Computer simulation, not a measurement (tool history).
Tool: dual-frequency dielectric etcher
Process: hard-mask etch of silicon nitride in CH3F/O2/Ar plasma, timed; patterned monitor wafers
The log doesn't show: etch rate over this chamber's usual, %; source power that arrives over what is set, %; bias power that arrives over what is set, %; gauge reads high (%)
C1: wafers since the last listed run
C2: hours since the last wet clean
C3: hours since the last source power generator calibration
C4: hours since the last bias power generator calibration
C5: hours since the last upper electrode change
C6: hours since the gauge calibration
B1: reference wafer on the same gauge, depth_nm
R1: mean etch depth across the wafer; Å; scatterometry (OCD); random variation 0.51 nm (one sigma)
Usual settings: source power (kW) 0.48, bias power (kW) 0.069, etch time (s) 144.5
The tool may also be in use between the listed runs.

Run 1, hour 0: usual settings; C1 0; C2 436.7; C3 2086.2; C4 648.9; C5 2713.8; C6 1681.5; B1 86. Result: R1 1043 Å.
Run 2, hour 60.1: usual settings; C1 564; C2 496.8; C3 2146.3; C4 709; C5 2773.9; C6 1741.6; B1 86. Result: R1 1043 Å.
At hour 125.8: source power generator calibrated.
Run 3, hour 134.8: usual settings; C1 663; C2 571.5; C3 9; C4 783.7; C5 2848.6; C6 1816.3; B1 86. Result: R1 1037 Å.
Run 4, hour 210.7: usual settings but bias power (kW) 0.08; C1 712; C2 647.4; C3 84.9; C4 859.6; C5 2924.5; C6 1892.2; B1 86. Result: R1 1095 Å.
At hour 248.7: gauge calibrated.
Run 5, hour 296.9: usual settings; C1 809; C2 733.6; C3 171.1; C4 945.8; C5 3010.7; C6 48.2; B1 86. Result: R1 1035 Å.
At hour 321: wet clean of the chamber.
At hour 337.3: upper electrode replaced.
Run 6, hour 398.5: usual settings; C1 575; C2 77.5; C3 272.7; C4 1047.4; C5 61.2; C6 149.8; B1 86. Result: R1 1038 Å.
Run 7, hour 465.3: usual settings; C1 626; C2 144.3; C3 339.5; C4 1114.2; C5 128; C6 216.6; B1 86. Result: R1 1036 Å.
Run 8, hour 565.9: usual settings; C1 944; C2 244.9; C3 440.1; C4 1214.8; C5 228.6; C6 317.2; B1 86. Result: R1 1035 Å.
Run 9, hour 616: usual settings; C1 470; C2 295; C3 490.2; C4 1264.9; C5 278.7; C6 367.3; B1 86. Result: R1 1042 Å.
Run 10, hour 911.5: usual settings but source power (kW) 0.41, bias power (kW) 0.054, etch time (s) 120.5; C1 2773; C2 590.5; C3 785.7; C4 1560.4; C5 574.2; C6 662.8; B1 86. Result: R1 758 Å.
At hour 935.9: wet clean of the chamber.
Run 11, hour 1017.8: usual settings but bias power (kW) 0.084; C1 772; C2 81.9; C3 892; C4 1666.7; C5 680.5; C6 769.1; B1 86. Result: R1 1112 Å.
Run 12, hour 1055.4: usual settings but source power (kW) 0.4; C1 352; C2 119.5; C3 929.6; C4 1704.3; C5 718.1; C6 806.7; B1 86. Result: R1 989 Å.
Run 13, hour 1152: usual settings but source power (kW) 0.44, bias power (kW) 0.054, etch time (s) 106; C1 906; C2 216.1; C3 1026.2; C4 1800.9; C5 814.7; C6 903.3; B1 86. Result: R1 674 Å.
Run 14, hour 1221.6: usual settings but source power (kW) 0.41, bias power (kW) 0.081; C1 653; C2 285.7; C3 1095.8; C4 1870.5; C5 884.3; C6 972.9; B1 86. Result: R1 1063 Å.
Run 15, hour 1318.1: usual settings but etch time (s) 133; C1 905; C2 382.2; C3 1192.3; C4 1967; C5 980.8; C6 1069.4; B1 86. Result: R1 959 Å.
Run 16, hour 1424.6: usual settings; C1 999; C2 488.7; C3 1298.8; C4 2073.5; C5 1087.3; C6 1175.9; B1 86.1. Result: R1 1038 Å.
At hour 1505.4: wet clean of the chamber.
Run 17, hour 1505.9: usual settings but bias power (kW) 0.058, etch time (s) 184; C1 537; C2 0.5; C3 1380.1; C4 2154.8; C5 1168.6; C6 1257.2; B1 86. Result: R1 1233 Å.
Run 18, hour 1574.8: usual settings but etch time (s) 158.5; C1 646; C2 69.4; C3 1449; C4 2223.7; C5 1237.5; C6 1326.1; B1 86. Result: R1 1133 Å.
Run 19, hour 1623.8: usual settings; C1 459; C2 118.4; C3 1498; C4 2272.7; C5 1286.5; C6 1375.1; B1 86. Result: R1 1035 Å.
At hour 1651.4: bias power generator calibrated.
Run 20, hour 1666.5: usual settings; C1 363; C2 161.1; C3 1540.7; C4 15.1; C5 1329.2; C6 1417.8; B1 86. Result: R1 1044 Å.
Run 21, hour 1764.9: usual settings but etch time (s) 185; C1 923; C2 259.5; C3 1639.1; C4 113.5; C5 1427.6; C6 1516.2; B1 85.9. Result: R1 1343 Å.
Run 22, hour 1829.4: usual settings but etch time (s) 106; C1 605; C2 324; C3 1703.6; C4 178; C5 1492.1; C6 1580.7; B1 86. Result: R1 765 Å.
At hour 1897.8: gauge calibrated.
Run 23, hour 1907: usual settings but source power (kW) 0.45, bias power (kW) 0.085, etch time (s) 120; C1 728; C2 401.6; C3 1781.2; C4 255.6; C5 1569.7; C6 9.2; B1 86. Result: R1 923 Å.
Run 24, hour 1969.9: usual settings but source power (kW) 0.56, bias power (kW) 0.082; C1 590; C2 464.5; C3 1844.1; C4 318.5; C5 1632.6; C6 72.1; B1 86. Result: R1 1155 Å.
Run 25, hour 2047.9: usual settings; C1 732; C2 542.5; C3 1922.1; C4 396.5; C5 1710.6; C6 150.1; B1 86.1. Result: R1 1042 Å.
At hour 2107.8: wet clean of the chamber.
Run 26, hour 2108.3: usual settings; C1 341; C2 0.5; C3 1982.5; C4 456.9; C5 1771; C6 210.5; B1 86. Result: R1 1035 Å.
At hour 2139.8: source power generator calibrated.
Run 27, hour 2171.7: usual settings but source power (kW) 0.53, bias power (kW) 0.081, etch time (s) 133.5; C1 557; C2 63.9; C3 31.9; C4 520.3; C5 1834.4; C6 273.9; B1 85.9. Result: R1 1052 Å.
Run 28, hour 2253.2: usual settings but source power (kW) 0.38, etch time (s) 172; C1 764; C2 145.4; C3 113.4; C4 601.8; C5 1915.9; C6 355.4; B1 86.1. Result: R1 1169 Å.
Run 29, hour 2357.3: usual settings but source power (kW) 0.6, bias power (kW) 0.074, etch time (s) 126; C1 977; C2 249.5; C3 217.5; C4 705.9; C5 2020; C6 459.5; B1 86. Result: R1 979 Å.

Measured less the same run without the tool's hidden state. The same run-to-run variation is in both; the gauge's scatter may not be:
run   R1
  1   -9
  2  -11
  3  -11
  4  -14
  5  -12
  6  -13
  7  -14
  8  -15
  9  -15
 10  -11
 11  -19
 12  -17
 13  -10
 14  -19
 15  -16
 16  -18
 17  -20
 18  -20
 19  -19
 20   +1
 21   -3
 22   -3
 23   -5
 24   -8
 25   -8
 26   -9
 27  -11
 28  -13
 29  -12
